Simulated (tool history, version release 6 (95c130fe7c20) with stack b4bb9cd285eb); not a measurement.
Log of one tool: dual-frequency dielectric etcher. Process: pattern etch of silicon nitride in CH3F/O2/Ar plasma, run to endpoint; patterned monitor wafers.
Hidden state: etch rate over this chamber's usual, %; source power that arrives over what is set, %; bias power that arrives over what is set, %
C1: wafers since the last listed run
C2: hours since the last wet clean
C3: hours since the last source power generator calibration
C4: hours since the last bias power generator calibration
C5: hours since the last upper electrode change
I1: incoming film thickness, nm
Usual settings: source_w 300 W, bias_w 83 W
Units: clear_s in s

Run 1, hour 0: usual settings; C1 0; C2 146; C3 2222.4; C4 3885.2; C5 4329.9; I1 36.88. Result: clear_s 53.2 s.
Run 2, hour 20.7: usual settings; C1 374; C2 166.7; C3 2243.1; C4 3905.9; C5 4350.6; I1 36.96. Result: clear_s 53.5 s.
Run 3, hour 50.7: usual settings; C1 542; C2 196.7; C3 2273.1; C4 3935.9; C5 4380.6; I1 36.91. Result: clear_s 53.5 s.
Run 4, hour 74.2: usual settings; C1 424; C2 220.2; C3 2296.6; C4 3959.4; C5 4404.1; I1 36.68. Result: clear_s 53.5 s.
Run 5, hour 108.7: usual settings; C1 623; C2 254.7; C3 2331.1; C4 3993.9; C5 4438.6; I1 36.85. Result: clear_s 53.7 s.
Run 6, hour 132.6: usual settings but bias_w 78 W; C1 431; C2 278.6; C3 2355; C4 4017.8; C5 4462.5; I1 36.98. Result: clear_s 55.3 s.
Run 7, hour 145.1: usual settings but bias_w 78 W; C1 225; C2 291.1; C3 2367.5; C4 4030.3; C5 4475; I1 37.27. Result: clear_s 55.7 s.
At hour 201.8: source power generator calibrated.
At hour 204.9: upper electrode replaced.
Run 8, hour 211.3: usual settings; C1 1067; C2 357.3; C3 9.5; C4 4096.5; C5 6.4; I1 36.95. Result: clear_s 54.5 s.
Run 9, hour 223.8: usual settings; C1 225; C2 369.8; C3 22; C4 4109; C5 18.9; I1 36.72. Result: clear_s 54.3 s.
At hour 248.1: wet clean of the chamber.
At hour 248.1: bias power generator calibrated.
Run 10, hour 248.6: usual settings but source_w 280 W, bias_w 103 W; C1 14; C2 0.5; C3 46.8; C4 0.5; C5 43.7; I1 36.85. Result: clear_s 49.9 s.
Run 11, hour 259.6: usual settings but source_w 230 W, bias_w 102 W; C1 198; C2 11.5; C3 57.8; C4 11.5; C5 54.7; I1 36.93. Result: clear_s 55.5 s.
Run 12, hour 331.5: usual settings; C1 1299; C2 83.4; C3 129.7; C4 83.4; C5 126.6; I1 37.24. Result: clear_s 53.1 s.
Run 13, hour 355: usual settings; C1 424; C2 106.9; C3 153.2; C4 106.9; C5 150.1; I1 37.28. Result: clear_s 53.8 s.
Run 14, hour 370: usual settings but source_w 330 W, bias_w 89 W; C1 271; C2 121.9; C3 168.2; C4 121.9; C5 165.1; I1 37.25. Result: clear_s 50.3 s.
Run 15, hour 433: usual settings but source_w 230 W, bias_w 97 W; C1 1138; C2 184.9; C3 231.2; C4 184.9; C5 228.1; I1 37.15. Result: clear_s 57.6 s.

The next listed run, before its measurement:
Run 16, hour 457.2: usual settings but source_w 250 W; C1 437; C2 209.1; C3 255.4; C4 209.1; C5 252.3; I1 37.25. Result: clear_s ?.

clear_s: 58.9 s
Without the tool's hidden state the same run would have given clear_s 57.4 s.
